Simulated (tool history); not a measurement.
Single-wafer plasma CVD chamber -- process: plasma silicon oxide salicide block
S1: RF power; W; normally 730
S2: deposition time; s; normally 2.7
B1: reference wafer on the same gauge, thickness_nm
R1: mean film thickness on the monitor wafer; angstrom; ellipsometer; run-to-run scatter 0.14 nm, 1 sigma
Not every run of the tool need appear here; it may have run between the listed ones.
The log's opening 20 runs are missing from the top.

run     day   S1    S2      B1      R1
 21   9.975  825  2.56  33.106  288.83
 22  11.704  660   2.4  33.061  257.86
 23  12.325  730   2.7  33.062  293.33
 24  12.746  680  2.43  33.128  262.14
     13.321  -- showerhead replaced
 25  13.342  730   2.7  33.169  298.88
 26  13.904  730   2.7  33.121  295.73
 27  14.188  805   2.7   33.08  302.42
 28  14.633  730   2.7  33.178  297.86
 29  14.971  830  2.18  33.017  244.68
 30  15.417  790   2.7  33.084   298.9
 31  16.071  665   2.2  33.148  236.47
     16.383  -- gauge calibrated
 32  16.479  790  2.89  33.159   322.9
 33  17.067  785   2.7  33.113  301.87
 34    17.8  630  2.92  33.068  308.48
 35  18.275  730   2.7   33.06  298.39
 36  19.008  840   2.3  33.099  263.47
 37  19.425  590  2.34  33.161  241.39
 38  19.954  595   2.4  33.123   248.4
 39  20.604  730   3.1  33.156  338.94
 40  21.275  785   2.7  33.071  301.39
 41  21.925  730   2.7   33.05  297.52
 42   22.55  870  3.14  33.148  359.38
 43  22.862  665  2.88  33.023  310.76
 44  23.467  730   2.7  33.136   295.2

Alternative continuations, all from the tool just after run 44; predict every row:
  A  23.483  640   2.7   ?   ?
  B  23.483  780   3.1   ?   ?
  C  23.483  805  2.35   ?   ?
  D  23.483  780  2.88   ?   ?

run      B1      R1
  A  33.107  283.63
  B  33.107  343.81
  C  33.107  262.92
  D  33.107  319.41
Stripped of hidden state, with their random variation kept, the same runs would have yielded:
run      R1
  A  283.63
  B  343.81
  C  262.92
  D  319.41
